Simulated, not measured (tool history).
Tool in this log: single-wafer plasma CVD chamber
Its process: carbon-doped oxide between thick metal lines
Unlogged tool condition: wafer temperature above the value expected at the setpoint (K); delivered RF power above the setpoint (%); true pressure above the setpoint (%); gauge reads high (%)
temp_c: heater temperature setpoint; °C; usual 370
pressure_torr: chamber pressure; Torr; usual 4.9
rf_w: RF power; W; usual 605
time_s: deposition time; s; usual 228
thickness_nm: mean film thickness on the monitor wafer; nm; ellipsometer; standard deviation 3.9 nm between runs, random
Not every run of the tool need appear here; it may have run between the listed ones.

run	hour	temp_c	pressure_torr	rf_w	time_s	wafers since the last listed run	hours since the last thermocouple change	hours since the last RF generator calibration	hours since the last manometer calibration	hours since the showerhead was replaced	hours since the gauge calibration	read-back reference wafer on the same gauge, thickness_nm	thickness_nm
1	0	370	4.9	605	228	0	1345.3	1203.3	574.6	7015.1	2082.3	1310.168	1230.537
2	103.2	370	4.9	605	228	577	1448.5	1306.5	677.8	7118.3	2185.5	1308.913	1224.987
3	154.7	370	4.9	605	228	288	1500	1358	729.3	7169.8	2237	1309.499	1228.759
4	194.8	370	4.9	605	228	224	1540.1	1398.1	769.4	7209.9	2277.1	1309.675	1227.15
5	276.3	370	4.9	605	228	455	1621.6	1479.6	850.9	7291.4	2358.6	1309.836	1235.063
6	336.4	370	4.9	605	228	336	1681.7	1539.7	911	7351.5	2418.7	1310.271	1224.138
7	443.6	370	4.9	605	228	599	1788.9	1646.9	1018.2	7458.7	2525.9	1310.245	1217.03
8	521.1	370	5.81	605	228	433	1866.4	1724.4	1095.7	7536.2	2603.4	1310.024	1261.381
# hour 551: thermocouple changed; heater temperature recalibrated
# hour 679.6: showerhead replaced
# hour 703.2: capacitance manometer re-zeroed and calibrated
9	827.8	370	5.81	605	228	1581	276.8	2031.1	124.6	148.2	2910.1	1309.498	1260.838
# hour 905.2: RF generator calibrated
10	905.7	370	4.9	605	228	390	354.7	0.5	202.5	226.1	2988	1310.007	1252.237
11	984.3	370	4.9	605	228	439	433.3	79.1	281.1	304.7	3066.6	1309.402	1257.587
# hour 1008.5: gauge calibrated
12	1069.9	370	4.9	605	228	478	518.9	164.7	366.7	390.3	61.4	1310.573	1249.538
13	1151.4	370	4.9	605	228	455	600.4	246.2	448.2	471.8	142.9	1311.939	1244.693
14	1225.6	370	3.7	605	228	415	674.6	320.4	522.4	546	217.1	1311.477	1176.392
15	1273.8	361	4.9	605	228	269	722.8	368.6	570.6	594.2	265.3	1311.136	1273.718
16	1380.7	357	4.9	605	228	597	829.7	475.5	677.5	701.1	372.2	1308.652	1274.858
17	1485.7	370	4.9	510	200	587	934.7	580.5	782.5	806.1	477.2	1310.73	943.939
18	1590.3	370	4.9	605	248	585	1039.3	685.1	887.1	910.7	581.8	1307.942	1350.008
19	1645.6	370	4.9	605	228	309	1094.6	740.4	942.4	966	637.1	1309.782	1237.358
20	1686.9	374	5.35	520	254	230	1135.9	781.7	983.7	1007.3	678.4	1308.849	1225.638
21	1790.2	384	3.83	605	228	577	1239.2	885	1087	1110.6	781.7	1310.25	1147.955
22	1882	370	4.9	605	228	513	1331	976.8	1178.8	1202.4	873.5	1309.662	1233.901
23	1920.1	377	4.9	495	228	213	1369.1	1014.9	1216.9	1240.5	911.6	1310.432	1018.442
24	1984.3	370	4.9	605	228	359	1433.3	1079.1	1281.1	1304.7	975.8	1310.9	1230.285
25	2044.3	370	4.9	675	228	335	1493.3	1139.1	1341.1	1364.7	1035.8	1311.008	1342.033
# hour 2105.1: capacitance manometer re-zeroed and calibrated
26	2124.8	362	4.9	605	244	405	1573.8	1219.6	19.7	1445.2	1116.3	1310.093	1335.853
27	2165.9	370	4.9	605	228	229	1614.9	1260.7	60.8	1486.3	1157.4	1309.282	1225.679
28	2208.7	370	4.9	605	228	239	1657.7	1303.5	103.6	1529.1	1200.2	1309.843	1231.968

Hidden state at the last listed run before each entry between runs and at the first one after, where it differs:
Run 8 -> run 9: thermocouple changed; heater temperature recalibrated (hour 551); showerhead replaced (hour 679.6); capacitance manometer re-zeroed and calibrated (hour 703.2)
  wafer temperature above the value expected at the setpoint (K): 5.15 -> 2.04; delivered RF power above the setpoint (%): -3.08 -> -3.54
  the result without the hidden state subtracted from the measured one, thickness_nm: -44.709 -> -42.329 nm
Run 9 -> run 10: RF generator calibrated (hour 905.2)
  wafer temperature above the value expected at the setpoint (K): 2.04 -> 2.52; delivered RF power above the setpoint (%): -3.54 -> -0.353
  the result without the hidden state subtracted from the measured one, thickness_nm: -42.329 -> -9.437 nm
Run 11 -> run 12: gauge calibrated (hour 1008.5)
  wafer temperature above the value expected at the setpoint (K): 2.95 -> 3.36; delivered RF power above the setpoint (%): -0.471 -> -0.599
  the result without the hidden state subtracted from the measured one, thickness_nm: -11.689 -> -13.875 nm
Run 25 -> run 26: capacitance manometer re-zeroed and calibrated (hour 2105.1)
  wafer temperature above the value expected at the setpoint (K): 5.5 -> 5.56; delivered RF power above the setpoint (%): -2.06 -> -2.18
  the result without the hidden state subtracted from the measured one, thickness_nm: -35.986 -> -39.387 nm
